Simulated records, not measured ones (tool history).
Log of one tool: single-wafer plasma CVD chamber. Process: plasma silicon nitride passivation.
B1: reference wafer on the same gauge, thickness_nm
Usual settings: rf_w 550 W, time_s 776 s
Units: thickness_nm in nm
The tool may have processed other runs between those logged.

{"run": 1, "day": 0.0, "rf_w": 550, "time_s": 742, "B1": 1090.006, "thickness_nm": 1093.942}
{"run": 2, "day": 8.208, "rf_w": 550, "time_s": 742, "B1": 1089.735, "thickness_nm": 1095.989}
{"run": 3, "day": 9.983, "rf_w": 610, "time_s": 841, "B1": 1089.88, "thickness_nm": 1276.764}
{"run": 4, "day": 12.067, "rf_w": 610, "time_s": 841, "B1": 1090.097, "thickness_nm": 1271.406}
{"run": 5, "day": 14.758, "rf_w": 610, "time_s": 841, "B1": 1090.189, "thickness_nm": 1277.408}
{"run": 6, "day": 18.842, "rf_w": 550, "time_s": 776, "B1": 1089.763, "thickness_nm": 1143.137}
{"run": 7, "day": 23.242, "rf_w": 550, "time_s": 776, "B1": 1090.304, "thickness_nm": 1147.081}
{"run": 8, "day": 25.454, "rf_w": 550, "time_s": 776, "B1": 1089.793, "thickness_nm": 1145.068}
{"run": 9, "day": 27.258, "rf_w": 550, "time_s": 776, "B1": 1089.718, "thickness_nm": 1140.722}
{"run": 10, "day": 32.85, "rf_w": 550, "time_s": 776, "B1": 1090.143, "thickness_nm": 1139.723}
{"run": 11, "day": 35.242, "rf_w": 550, "time_s": 776, "B1": 1090.498, "thickness_nm": 1144.962}
{"run": 12, "day": 38.829, "rf_w": 550, "time_s": 776, "B1": 1089.618, "thickness_nm": 1146.56}
{"run": 13, "day": 41.417, "rf_w": 550, "time_s": 776, "B1": 1089.211, "thickness_nm": 1141.923}
{"run": 14, "day": 44.079, "rf_w": 550, "time_s": 776, "B1": 1089.941, "thickness_nm": 1142.015}
{"day": 53.971, "done": "RF generator calibrated"}
{"run": 15, "day": 54.292, "rf_w": 550, "time_s": 776, "B1": 1091.076, "thickness_nm": 1159.521}
{"day": 54.708, "done": "gauge calibrated"}
{"run": 16, "day": 58.729, "rf_w": 550, "time_s": 776, "B1": 1090.187, "thickness_nm": 1159.048}
{"run": 17, "day": 62.775, "rf_w": 550, "time_s": 776, "B1": 1090.329, "thickness_nm": 1154.079}
{"run": 18, "day": 66.167, "rf_w": 550, "time_s": 776, "B1": 1090.871, "thickness_nm": 1156.078}
{"run": 19, "day": 68.058, "rf_w": 550, "time_s": 776, "B1": 1090.09, "thickness_nm": 1153.989}
{"day": 70.096, "done": "showerhead replaced"}
{"run": 20, "day": 70.867, "rf_w": 640, "time_s": 869, "B1": 1089.331, "thickness_nm": 1351.379}
{"run": 21, "day": 75.1, "rf_w": 640, "time_s": 869, "B1": 1089.951, "thickness_nm": 1348.766}
{"run": 22, "day": 86.65, "rf_w": 495, "time_s": 915, "B1": 1089.592, "thickness_nm": 1308.595}
{"run": 23, "day": 89.492, "rf_w": 495, "time_s": 915, "B1": 1090.836, "thickness_nm": 1309.329}
{"run": 24, "day": 92.833, "rf_w": 650, "time_s": 660, "B1": 1090.291, "thickness_nm": 1022.652}
{"run": 25, "day": 100.683, "rf_w": 580, "time_s": 776, "B1": 1089.54, "thickness_nm": 1164.671}
{"run": 26, "day": 104.275, "rf_w": 440, "time_s": 776, "B1": 1089.865, "thickness_nm": 1070.823}
{"run": 27, "day": 106.512, "rf_w": 640, "time_s": 660, "B1": 1090.337, "thickness_nm": 1016.489}
{"run": 28, "day": 110.542, "rf_w": 550, "time_s": 830, "B1": 1089.466, "thickness_nm": 1219.488}
{"run": 29, "day": 113.779, "rf_w": 550, "time_s": 776, "B1": 1089.822, "thickness_nm": 1138.042}
{"run": 30, "day": 115.821, "rf_w": 470, "time_s": 776, "B1": 1089.901, "thickness_nm": 1087.911}
{"run": 31, "day": 120.238, "rf_w": 650, "time_s": 816, "B1": 1090.045, "thickness_nm": 1260.092}
{"run": 32, "day": 121.862, "rf_w": 500, "time_s": 924, "B1": 1090.396, "thickness_nm": 1317.341}
{"run": 33, "day": 124.129, "rf_w": 650, "time_s": 661, "B1": 1089.612, "thickness_nm": 1018.686}
{"run": 34, "day": 128.621, "rf_w": 550, "time_s": 776, "B1": 1090.535, "thickness_nm": 1142.868}
{"run": 35, "day": 132.838, "rf_w": 490, "time_s": 776, "B1": 1089.922, "thickness_nm": 1099.25}
{"run": 36, "day": 136.588, "rf_w": 445, "time_s": 835, "B1": 1089.495, "thickness_nm": 1155.91}
{"run": 37, "day": 140.746, "rf_w": 510, "time_s": 858, "B1": 1089.701, "thickness_nm": 1226.467}
{"run": 38, "day": 144.754, "rf_w": 500, "time_s": 920, "B1": 1089.627, "thickness_nm": 1314.895}
{"run": 39, "day": 148.492, "rf_w": 550, "time_s": 776, "B1": 1089.168, "thickness_nm": 1137.651}
{"run": 40, "day": 150.888, "rf_w": 550, "time_s": 776, "B1": 1089.55, "thickness_nm": 1137.191}
{"day": 152.171, "done": "RF generator calibrated"}
{"run": 41, "day": 152.779, "rf_w": 640, "time_s": 776, "B1": 1090.684, "thickness_nm": 1223.03}
{"run": 42, "day": 155.162, "rf_w": 495, "time_s": 635, "B1": 1090.337, "thickness_nm": 924.659}
{"run": 43, "day": 159.367, "rf_w": 640, "time_s": 684, "B1": 1089.944, "thickness_nm": 1068.616}

Run 44 is up next; what results do you expect?
{"run": 44, "day": 161.692, "rf_w": 475, "time_s": 698, "B1": "?", "thickness_nm": "?"}

{"run 44": {"B1": 1089.205, "thickness_nm": 1001.693}}
With the hidden condition absent and the run-to-run variation left alone, this run would have shown thickness_nm 1009.990 nm.
